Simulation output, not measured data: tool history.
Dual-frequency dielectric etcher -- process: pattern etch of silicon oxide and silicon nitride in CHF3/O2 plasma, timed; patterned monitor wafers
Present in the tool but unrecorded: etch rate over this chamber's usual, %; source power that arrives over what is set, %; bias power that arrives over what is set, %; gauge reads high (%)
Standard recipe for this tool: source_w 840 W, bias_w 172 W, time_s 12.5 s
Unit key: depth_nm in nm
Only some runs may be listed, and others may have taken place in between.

run	hour	source_w	bias_w	time_s	wafers since the last listed run	hours since the last wet clean	hours since the last source power generator calibration	hours since the last bias power generator calibration	hours since the last upper electrode change	hours since the gauge calibration	read-back reference wafer on the same gauge, depth_nm	depth_nm
1	0.0	840	172	12.5	0	763.1	2736.4	3779.4	2205.8	2909.5	21.62	23.15
# hour 53.6: wet clean of the chamber
2	88.8	840	172	12.5	617	35.2	2825.2	3868.2	2294.6	2998.3	21.70	23.20
3	173.3	840	199	12.5	804	119.7	2909.7	3952.7	2379.1	3082.8	21.68	23.75
4	213.8	840	199	12.5	385	160.2	2950.2	3993.2	2419.6	3123.3	21.64	23.92
# hour 227.1: bias power generator calibrated
5	267.1	910	172	12.5	469	213.5	3003.5	40.0	2472.9	3176.6	21.67	24.42
6	328.8	910	172	12.5	587	275.2	3065.2	101.7	2534.6	3238.3	21.79	24.55
7	398.0	840	199	16.0	658	344.4	3134.4	170.9	2603.8	3307.5	21.79	30.60
8	496.8	640	210	14.0	940	443.2	3233.2	269.7	2702.6	3406.3	21.87	22.94
9	547.9	840	172	12.5	486	494.3	3284.3	320.8	2753.7	3457.4	21.78	23.53
# hour 583.8: gauge calibrated
# hour 760.8: wet clean of the chamber
10	794.0	840	172	12.5	2114	33.2	3530.4	566.9	2999.8	210.2	20.68	22.20
11	854.1	840	172	9.5	572	93.3	3590.5	627.0	3059.9	270.3	20.70	16.94
# hour 899.9: upper electrode replaced
12	910.3	840	199	16.0	306	149.5	3646.7	683.2	10.4	326.5	20.74	29.40
13	976.2	760	132	12.5	627	215.4	3712.6	749.1	76.3	392.4	20.70	19.71
14	1067.8	840	172	12.5	872	307.0	3804.2	840.7	167.9	484.0	20.78	22.44
15	1147.7	840	172	10.0	760	386.9	3884.1	920.6	247.8	563.9	20.88	17.95
16	1379.9	840	172	12.5	2210	619.1	4116.3	1152.8	480.0	796.1	20.93	22.57
# hour 1418.2: wet clean of the chamber
17	1427.2	910	196	16.0	221	9.0	4163.6	1200.1	527.3	843.4	20.92	31.03
18	1487.3	840	172	12.5	572	69.1	4223.7	1260.2	587.4	903.5	20.95	22.67
# hour 1560.3: source power generator calibrated
19	1583.1	690	207	10.5	874	164.9	22.8	1356.0	683.2	999.3	21.04	17.40
20	1682.6	840	189	10.5	947	264.4	122.3	1455.5	782.7	1098.8	21.00	19.32
21	1775.7	980	200	14.5	886	357.5	215.4	1548.6	875.8	1191.9	21.09	29.96
22	1838.8	840	204	12.5	600	420.6	278.5	1611.7	938.9	1255.0	21.03	23.63
23	1913.2	910	130	13.5	708	495.0	352.9	1686.1	1013.3	1329.4	21.03	24.28
24	2004.2	840	172	9.5	866	586.0	443.9	1777.1	1104.3	1420.4	21.11	17.29
25	2064.4	670	148	12.5	573	646.2	504.1	1837.3	1164.5	1480.6	21.22	18.82
# hour 2103.4: wet clean of the chamber
26	2161.8	1010	198	16.0	698	58.4	601.5	1934.7	1261.9	1578.0	21.15	33.31
27	2206.4	690	172	12.5	424	103.0	646.1	1979.3	1306.5	1622.6	21.27	19.88
28	2270.6	920	155	13.5	611	167.2	710.3	2043.5	1370.7	1686.8	21.17	25.52
29	2370.9	670	196	11.0	955	267.5	810.6	2143.8	1471.0	1787.1	21.23	17.88
30	2420.4	730	212	12.5	471	317.0	860.1	2193.3	1520.5	1836.6	21.24	21.95

Branching from run 30: 3 alternative next runs. What would each branch give?
A	2420.8	840	172	12.5	3	317.4	860.5	2193.7	1520.9	1837.0	?	?
B	2420.8	840	172	14.0	3	317.4	860.5	2193.7	1520.9	1837.0	?	?
C	2420.8	760	172	12.5	3	317.4	860.5	2193.7	1520.9	1837.0	?	?

run	read-back reference wafer on the same gauge, depth_nm	depth_nm
A	21.28	22.82
B	21.28	25.56
C	21.28	21.40
Stripped of hidden state, with their random variation kept, the same runs would have yielded:
run	depth_nm
A	22.09
B	24.74
C	20.71

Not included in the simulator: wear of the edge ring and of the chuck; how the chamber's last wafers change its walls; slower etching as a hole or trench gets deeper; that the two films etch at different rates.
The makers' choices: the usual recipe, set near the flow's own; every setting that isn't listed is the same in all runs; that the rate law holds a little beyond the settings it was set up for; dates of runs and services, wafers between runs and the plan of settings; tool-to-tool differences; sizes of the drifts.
